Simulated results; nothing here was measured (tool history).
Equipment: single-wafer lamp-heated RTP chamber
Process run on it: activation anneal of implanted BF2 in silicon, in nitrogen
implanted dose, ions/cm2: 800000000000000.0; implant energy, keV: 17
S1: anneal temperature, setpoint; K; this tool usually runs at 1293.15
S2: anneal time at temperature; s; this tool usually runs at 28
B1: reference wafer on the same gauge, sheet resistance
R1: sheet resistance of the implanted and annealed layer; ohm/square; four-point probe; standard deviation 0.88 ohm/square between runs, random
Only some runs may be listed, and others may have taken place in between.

run    hour       S1  S2      B1      R1
  1     0.0  1293.15  28  205.34  182.12
  2    45.1  1293.15  28  204.91  179.60
  3   101.7  1293.15  28  204.81  180.55
  4   165.6  1306.15  28  204.35  172.74
      221.1  -- reflector plate cleaned
  5   234.8  1306.15  28  204.98  173.61
      265.3  -- pyrometer window cleaned and pyrometer calibrated
  6   308.5  1306.15  28  204.58  175.54
  7   368.1  1293.15  28  204.42  184.11
  8   430.9  1293.15  28  204.71  185.03
  9   477.2  1293.15  28  205.23  181.96
 10   557.3  1285.15  28  205.16  187.24
      589.5  -- reflector plate cleaned
 11   629.5  1276.15  28  205.41  197.14
 12   713.2  1277.15  20  204.50  204.87
 13   762.4  1322.15  33  204.91  161.55
      810.0  -- pyrometer window cleaned and pyrometer calibrated
 14   835.9  1310.15  39  205.25  168.30
 15   924.7  1302.15  15  204.90  189.94
      959.1  -- gauge calibrated
      987.9  -- reflector plate cleaned
 16  1015.5  1293.15  28  204.70  182.55
 17  1104.2  1270.15  13  205.40  223.18
 18  1174.2  1277.15  36  204.76  188.21
 19  1256.8  1293.15  28  204.58  181.19
 20  1318.2  1293.15  24  204.82  183.69

Some steps in R1 between neighbouring runs. How much of each would the tool show without its hidden state too (settings, what came in, random variation), and how much is left for the hidden state, with any gauge scatter that isn't in both results?
The hidden state here: true wafer temperature minus pyrometer reading, K; wafer temperature error from the tarnished reflector plate, K; gauge reads high (%).
Run 12 -> 13: S1 1277.15 -> 1322.15, S2 20 -> 33. R1 -43.32 ohm/square: hidden state +4.51, all else -47.83.
Run 16 -> 17: S1 1293.15 -> 1270.15, S2 28 -> 13. R1 +40.63 ohm/square: hidden state -4.12, all else +44.75.

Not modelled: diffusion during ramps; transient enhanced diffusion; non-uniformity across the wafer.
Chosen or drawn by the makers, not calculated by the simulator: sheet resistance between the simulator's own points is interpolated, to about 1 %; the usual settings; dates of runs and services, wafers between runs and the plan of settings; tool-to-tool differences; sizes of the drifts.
